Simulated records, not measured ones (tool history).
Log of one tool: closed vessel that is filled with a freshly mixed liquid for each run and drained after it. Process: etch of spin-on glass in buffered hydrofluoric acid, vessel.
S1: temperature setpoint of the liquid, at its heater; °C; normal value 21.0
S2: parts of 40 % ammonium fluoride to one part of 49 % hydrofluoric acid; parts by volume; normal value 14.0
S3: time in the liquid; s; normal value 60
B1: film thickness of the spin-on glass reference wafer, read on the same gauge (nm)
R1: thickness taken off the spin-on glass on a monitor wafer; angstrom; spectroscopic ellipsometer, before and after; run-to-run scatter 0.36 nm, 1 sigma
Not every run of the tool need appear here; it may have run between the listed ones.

run    hour    S1    S2  S3     B1      R1
  1     0.0  21.0  14.0  60  60.04   982.4
  2    54.2  21.0  14.0  60  60.00   980.1
  3   121.5  21.0  14.0  60  60.02   990.2
  4   174.8  21.0  14.0  60  59.97   975.3
      181.4  -- hydrofluoric acid flow meter replaced
  5   223.7  21.0  14.0  35  60.01   576.8
  6   260.7  21.0  10.5  60  59.98  1305.7
  7   423.3  21.0  14.0  60  59.98   992.5
  8   457.1  21.0  14.0  60  59.99   990.9
  9   493.9  21.0  14.0  60  59.96   983.6
 10   587.7  24.5  16.0  75  60.01  1310.5
 11   640.3  17.0  17.0  70  60.04   771.5
 12   689.7  26.0  17.5  40  59.96   695.7
 13   760.5  17.5  18.0  50  59.98   532.3
      770.7  -- thermometer replaced
 14   808.4  21.0  14.0  60  60.00   956.7
 15   868.5  25.0  10.5  90  59.99  2369.2
 16  1047.0  23.0  14.0  60  60.00  1077.2
     1092.8  -- gauge calibrated
 17  1119.0  18.0  16.5  50  60.05   580.8
 18  1165.5  21.0  14.0  60  59.99   971.7
 19  1213.6  21.0  14.0  85  59.99  1370.4
 20  1279.9  21.0  14.0  60  59.98   971.0
 21  1306.4  17.0  14.0  60  60.01   775.7
 22  1356.3  21.0  14.0  60  59.98   969.8
 23  1425.9  21.0  14.0  80  60.02  1297.2
     1438.1  -- hydrofluoric acid flow meter replaced
 24  1458.6  24.5  18.0  90  60.06  1379.9
 25  1491.6  21.0  14.0  60  60.06   973.4
 26  1553.0  21.0  14.0  30  60.00   486.9
 27  1597.6  21.0  14.0  60  59.99   981.6
 28  1796.6  24.5  16.5  85  59.99  1431.7
 29  1846.8  21.0  11.5  60  59.98  1195.4
 30  1911.2  18.5  17.0  70  60.01   818.8
 31  1940.8  21.0  19.0  35  60.01   423.5
 32  2001.3  22.5  16.0  60  60.02   941.8
 33  2051.3  22.5   9.0  60  59.94  1581.9
 34  2086.3  21.0  14.0  90  59.98  1479.9

Exercise: give the hidden state of the tool at every run:
hydrofluoric acid flow above the setpoint (%): 0 across all the runs
gauge reads high (%): 0 across all the runs
H1: liquid hotter than its thermometer reads (K)
run      H1
  1   0.439
  2    0.46
  3   0.487
  4   0.508
  5   0.527
  6   0.541
  7   0.605
  8   0.618
  9   0.633
 10   0.669
 11    0.69
 12   0.709
 13   0.737
 14  0.0512
 15  0.0747
 16   0.145
 17   0.173
 18   0.191
 19    0.21
 20   0.236
 21   0.246
 22   0.266
 23   0.293
 24   0.306
 25   0.319
 26   0.343
 27    0.36
 28   0.438
 29   0.458
 30   0.483
 31   0.494
 32   0.518
 33   0.538
 34   0.551

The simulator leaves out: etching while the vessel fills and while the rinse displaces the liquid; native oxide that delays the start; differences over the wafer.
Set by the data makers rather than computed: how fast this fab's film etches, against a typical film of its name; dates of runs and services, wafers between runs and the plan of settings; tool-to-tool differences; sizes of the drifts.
